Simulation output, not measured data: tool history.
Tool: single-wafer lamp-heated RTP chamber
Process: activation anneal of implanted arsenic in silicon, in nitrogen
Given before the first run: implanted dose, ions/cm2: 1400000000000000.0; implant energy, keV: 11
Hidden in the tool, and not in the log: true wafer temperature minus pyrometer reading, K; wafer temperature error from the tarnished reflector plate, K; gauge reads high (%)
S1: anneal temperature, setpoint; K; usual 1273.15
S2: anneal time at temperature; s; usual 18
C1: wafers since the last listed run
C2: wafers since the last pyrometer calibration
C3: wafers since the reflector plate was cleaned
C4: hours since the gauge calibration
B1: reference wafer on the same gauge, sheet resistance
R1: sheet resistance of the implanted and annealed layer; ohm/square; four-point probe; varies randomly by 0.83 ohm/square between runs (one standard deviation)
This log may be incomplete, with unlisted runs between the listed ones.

{"run": 1, "hour": 0.0, "S1": 1273.15, "S2": 18, "C1": 0, "C2": 1911, "C3": 1555, "C4": 1264.9, "B1": 141.75, "R1": 136.02}
{"run": 2, "hour": 67.9, "S1": 1273.15, "S2": 18, "C1": 1029, "C2": 2940, "C3": 2584, "C4": 1332.8, "B1": 142.01, "R1": 134.82}
{"run": 3, "hour": 203.2, "S1": 1273.15, "S2": 18, "C1": 2050, "C2": 4990, "C3": 4634, "C4": 1468.1, "B1": 141.88, "R1": 132.84}
{"run": 4, "hour": 274.7, "S1": 1273.15, "S2": 18, "C1": 1083, "C2": 6074, "C3": 5718, "C4": 1539.6, "B1": 142.01, "R1": 133.99}
{"hour": 307.8, "done": "reflector plate cleaned"}
{"run": 5, "hour": 379.4, "S1": 1250.15, "S2": 18, "C1": 1465, "C2": 7539, "C3": 1084, "C4": 1644.3, "B1": 142.22, "R1": 155.69}
{"hour": 395.5, "done": "pyrometer window cleaned and pyrometer calibrated"}
{"run": 6, "hour": 440.0, "S1": 1250.15, "S2": 18, "C1": 797, "C2": 674, "C3": 1881, "C4": 1704.9, "B1": 141.76, "R1": 154.3}
{"run": 7, "hour": 516.0, "S1": 1250.15, "S2": 18, "C1": 1151, "C2": 1826, "C3": 3033, "C4": 1780.9, "B1": 142.29, "R1": 154}
{"run": 8, "hour": 736.8, "S1": 1273.15, "S2": 18, "C1": 3346, "C2": 5172, "C3": 6380, "C4": 2001.7, "B1": 142.42, "R1": 132.57}
{"hour": 764.9, "done": "reflector plate cleaned"}
{"run": 9, "hour": 775.4, "S1": 1273.15, "S2": 18, "C1": 463, "C2": 5636, "C3": 158, "C4": 2040.3, "B1": 141.85, "R1": 137.92}
{"hour": 837.3, "done": "pyrometer window cleaned and pyrometer calibrated"}
{"run": 10, "hour": 848.8, "S1": 1264.15, "S2": 21, "C1": 991, "C2": 174, "C3": 1149, "C4": 2113.7, "B1": 142.08, "R1": 140.41}
{"run": 11, "hour": 904.7, "S1": 1264.15, "S2": 21, "C1": 847, "C2": 1021, "C3": 1997, "C4": 2169.6, "B1": 141.88, "R1": 138.4}
{"run": 12, "hour": 959.8, "S1": 1273.15, "S2": 26, "C1": 835, "C2": 1856, "C3": 2832, "C4": 2224.7, "B1": 141.94, "R1": 124.91}
{"run": 13, "hour": 1061.5, "S1": 1273.15, "S2": 26, "C1": 1541, "C2": 3398, "C3": 4373, "C4": 2326.4, "B1": 142.17, "R1": 123.47}
{"hour": 1234.5, "done": "reflector plate cleaned"}
{"hour": 1271.1, "done": "pyrometer window cleaned and pyrometer calibrated"}
{"run": 14, "hour": 1338.8, "S1": 1273.15, "S2": 26, "C1": 3960, "C2": 1026, "C3": 1459, "C4": 2603.7, "B1": 142.24, "R1": 127.43}
{"run": 15, "hour": 1402.4, "S1": 1292.15, "S2": 12, "C1": 963, "C2": 1989, "C3": 2422, "C4": 2667.3, "B1": 142.1, "R1": 131.33}
{"run": 16, "hour": 1496.7, "S1": 1296.15, "S2": 10, "C1": 1429, "C2": 3419, "C3": 3852, "C4": 2761.6, "B1": 142.14, "R1": 132.88}
{"run": 17, "hour": 1537.3, "S1": 1273.15, "S2": 18, "C1": 615, "C2": 4034, "C3": 4467, "C4": 2802.2, "B1": 142.24, "R1": 134.72}
{"hour": 1601.4, "done": "gauge calibrated"}
{"run": 18, "hour": 1639.8, "S1": 1273.15, "S2": 18, "C1": 1553, "C2": 5587, "C3": 6021, "C4": 38.4, "B1": 141.73, "R1": 134.66}
{"run": 19, "hour": 1687.0, "S1": 1292.15, "S2": 25, "C1": 715, "C2": 6303, "C3": 6736, "C4": 85.6, "B1": 141.93, "R1": 111.71}
{"hour": 1745.0, "done": "reflector plate cleaned"}
{"run": 20, "hour": 1745.9, "S1": 1262.15, "S2": 12, "C1": 771, "C2": 7074, "C3": 13, "C4": 144.5, "B1": 141.76, "R1": 157.58}
{"hour": 1803.7, "done": "pyrometer window cleaned and pyrometer calibrated"}
{"run": 21, "hour": 1804.2, "S1": 1300.15, "S2": 10, "C1": 762, "C2": 7, "C3": 775, "C4": 202.8, "B1": 141.99, "R1": 132.47}
{"run": 22, "hour": 1878.2, "S1": 1262.15, "S2": 11, "C1": 1121, "C2": 1129, "C3": 1897, "C4": 276.8, "B1": 141.83, "R1": 157.66}
{"run": 23, "hour": 1944.3, "S1": 1265.15, "S2": 12, "C1": 1001, "C2": 2131, "C3": 2898, "C4": 342.9, "B1": 142.34, "R1": 152.46}
{"run": 24, "hour": 1998.2, "S1": 1273.15, "S2": 18, "C1": 816, "C2": 2948, "C3": 3715, "C4": 396.8, "B1": 142.1, "R1": 135.14}
{"run": 25, "hour": 2102.6, "S1": 1273.15, "S2": 18, "C1": 1582, "C2": 4530, "C3": 5298, "C4": 501.2, "B1": 141.93, "R1": 134.53}
{"hour": 2190.6, "done": "reflector plate cleaned"}
{"run": 26, "hour": 2191.1, "S1": 1288.15, "S2": 18, "C1": 1220, "C2": 5750, "C3": 7, "C4": 589.7, "B1": 141.99, "R1": 127.17}
{"run": 27, "hour": 2229.3, "S1": 1282.15, "S2": 10, "C1": 578, "C2": 6329, "C3": 586, "C4": 627.9, "B1": 142.02, "R1": 147.09}
{"run": 28, "hour": 2285.7, "S1": 1261.15, "S2": 10, "C1": 854, "C2": 7184, "C3": 1440, "C4": 684.3, "B1": 141.97, "R1": 162.38}
{"hour": 2337.2, "done": "pyrometer window cleaned and pyrometer calibrated"}
{"run": 29, "hour": 2359.2, "S1": 1253.15, "S2": 12, "C1": 992, "C2": 333, "C3": 2433, "C4": 757.8, "B1": 142.01, "R1": 162.02}

For some of the steps in R1 from one run to the next: how much would appear even if the tool had no hidden state, given the settings, what came in and random variation, and how much remains for the hidden state plus any gauge scatter that the measured result and the result without hidden state don't share?
Run 8 -> 9: reflector plate cleaned. R1 +5.35 ohm/square: hidden state +5.57, all else -0.22.
Run 19 -> 20: S1 1292.15 -> 1262.15, S2 25 -> 12, reflector plate cleaned. R1 +45.87 ohm/square: hidden state +4.6, all else +41.27.
Run 21 -> 22: S1 1300.15 -> 1262.15, S2 10 -> 11. R1 +25.19 ohm/square: hidden state -1.86, all else +27.05.
Run 25 -> 26: S1 1273.15 -> 1288.15, reflector plate cleaned. R1 -7.36 ohm/square: hidden state +5.97, all else -13.33.
